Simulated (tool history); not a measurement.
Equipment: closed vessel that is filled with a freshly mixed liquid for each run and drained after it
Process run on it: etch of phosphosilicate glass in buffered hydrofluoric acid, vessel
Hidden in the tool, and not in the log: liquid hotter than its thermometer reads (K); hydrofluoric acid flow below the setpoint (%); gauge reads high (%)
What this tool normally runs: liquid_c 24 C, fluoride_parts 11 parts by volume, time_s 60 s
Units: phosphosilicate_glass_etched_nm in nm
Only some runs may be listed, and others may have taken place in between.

run	hour	liquid_c	fluoride_parts	time_s	wafers since the last listed run	hours since the thermometer was replaced	hours since the hydrofluoric acid flow meter was replaced	hours since the gauge calibration	read-back film thickness of the phosphosilicate glass reference wafer, read on the same gauge (nm)	phosphosilicate_glass_etched_nm
1	0	22	11	60	0	235.5	450.8	213	39.99	251.65
2	25.2	22	11	60	3271	260.7	476	238.2	39.99	250.6
3	47.1	26	11	60	2843	282.6	497.9	260.1	40	314.63
4	73.7	26	11	60	3453	309.2	524.5	286.7	40.01	315.55
5	156.3	26	11	60	10723	391.8	607.1	369.3	40.02	315.9
6	189.5	24	11	60	4310	425	640.3	402.5	39.99	286.34
7	202.5	24	11	60	1687	438	653.3	415.5	40	286.97
8	232.4	24	11	60	3881	467.9	683.2	445.4	39.99	289.4
9	265.1	26.5	8	60	4245	500.6	715.9	478.1	40	444.48
10	290.9	26.5	8	60	3349	526.4	741.7	503.9	40	444.78
11	310.9	26.5	8	60	2596	546.4	761.7	523.9	40.02	441.88
12	338.6	24	11	60	3596	574.1	789.4	551.6	40	292.85
13	355.1	24	11	60	2142	590.6	805.9	568.1	40.02	293.24
# hour 379.8: gauge calibrated
14	387.4	24	11	60	4193	622.9	838.2	7.6	40.01	293.29
15	408.5	26	11	60	2739	644	859.3	28.7	40	326.29
16	444.1	24	11	60	4621	679.6	894.9	64.3	40.01	291.21
17	459.5	24	11	60	1999	695	910.3	79.7	39.99	293.87
18	486.3	26.5	12.5	30	3479	721.8	937.1	106.5	40.02	148.6
19	507.3	24	14	30	2726	742.8	958.1	127.5	39.99	117.87
20	524.6	22.5	15	90	2246	760.1	975.4	144.8	39.99	302.89
# hour 526.2: thermometer replaced
21	537.3	24	12.5	60	1519	11.1	988.1	157.5	40	240.4

The next listed run, before its measurement:
# hour 545.3: hydrofluoric acid flow meter replaced
22	549.8	24	11	60	1493	23.6	4.5	170	?	?

{"run 22": {"read-back film thickness of the phosphosilicate glass reference wafer, read on the same gauge (nm)": 40, "phosphosilicate_glass_etched_nm": 272.24}}
Had the tool carried no hidden state, the very same run would have given phosphosilicate_glass_etched_nm 269 nm.
